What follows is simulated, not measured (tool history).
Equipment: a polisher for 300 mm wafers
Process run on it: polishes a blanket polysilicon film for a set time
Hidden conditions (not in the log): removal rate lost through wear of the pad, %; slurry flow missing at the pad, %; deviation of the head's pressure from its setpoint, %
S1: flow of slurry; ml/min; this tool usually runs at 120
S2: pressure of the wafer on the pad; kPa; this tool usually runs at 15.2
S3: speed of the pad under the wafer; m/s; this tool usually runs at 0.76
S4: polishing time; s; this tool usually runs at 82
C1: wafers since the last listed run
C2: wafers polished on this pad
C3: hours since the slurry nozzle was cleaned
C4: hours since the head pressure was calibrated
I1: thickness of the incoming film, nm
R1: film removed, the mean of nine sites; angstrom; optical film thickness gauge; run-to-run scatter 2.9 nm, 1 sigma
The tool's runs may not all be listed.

| run | day | S1 | S2 | S3 | S4 | C1 | C2 | C3 | C4 | I1 | R1 |
|---|---|---|---|---|---|---|---|---|---|---|---|
| 1 | 0 | 120 | 17.9 | 0.76 | 82 | 0 | 696 | 405.9 | 338.8 | 2259.6 | 4088 |
| 2 | 2.825 | 120 | 17.9 | 0.76 | 82 | 835 | 1531 | 473.7 | 406.6 | 2235.1 | 3964 |
| 3 | 6.133 | 120 | 15.2 | 0.76 | 82 | 978 | 2510 | 553.1 | 486 | 2247.1 | 3228 |
| 4 | 9.938 | 120 | 15.2 | 0.76 | 82 | 1125 | 3636 | 644.4 | 577.3 | 2250.9 | 3090 |
|  | 10.221 | worn pad replaced by a new one |
| 5 | 13.579 | 105 | 15.2 | 0.76 | 82 | 1028 | 993 | 731.8 | 664.7 | 2220.6 | 3269 |
|  | 14.708 | head pressure recalibrated |
| 6 | 15.483 | 105 | 15.2 | 0.76 | 82 | 538 | 1532 | 777.5 | 18.6 | 2192.8 | 3254 |
| 7 | 18.854 | 105 | 15.2 | 0.76 | 82 | 997 | 2529 | 858.4 | 99.5 | 2272.6 | 3086 |
|  | 19.929 | worn pad replaced by a new one |
|  | 20.05 | slurry nozzle cleaned |
| 8 | 22.088 | 120 | 15.2 | 0.76 | 82 | 894 | 626 | 48.9 | 177.1 | 2257 | 3491 |
| 9 | 26.067 | 120 | 15.2 | 0.76 | 82 | 1177 | 1803 | 144.4 | 272.6 | 2246.6 | 3382 |
| 10 | 28.479 | 100 | 17.2 | 0.6 | 82 | 713 | 2517 | 202.3 | 330.5 | 2271.7 | 2832 |
|  | 30.471 | worn pad replaced by a new one |
| 11 | 32.625 | 120 | 15.2 | 0.76 | 82 | 1177 | 637 | 301.8 | 430 | 2195.7 | 3410 |
| 12 | 36.108 | 120 | 13.8 | 0.76 | 82 | 1030 | 1668 | 385.4 | 513.6 | 2237.8 | 3008 |

Run 13 comes next. What will it give?
| 13 | 37.788 | 135 | 12.4 | 1 | 100 | 496 | 2165 | 425.7 | 553.9 | 2278.8 | ? |

{"run 13": {"R1": 4440}}
Had the tool carried no hidden state, the very same run would have given R1 4700 angstrom.
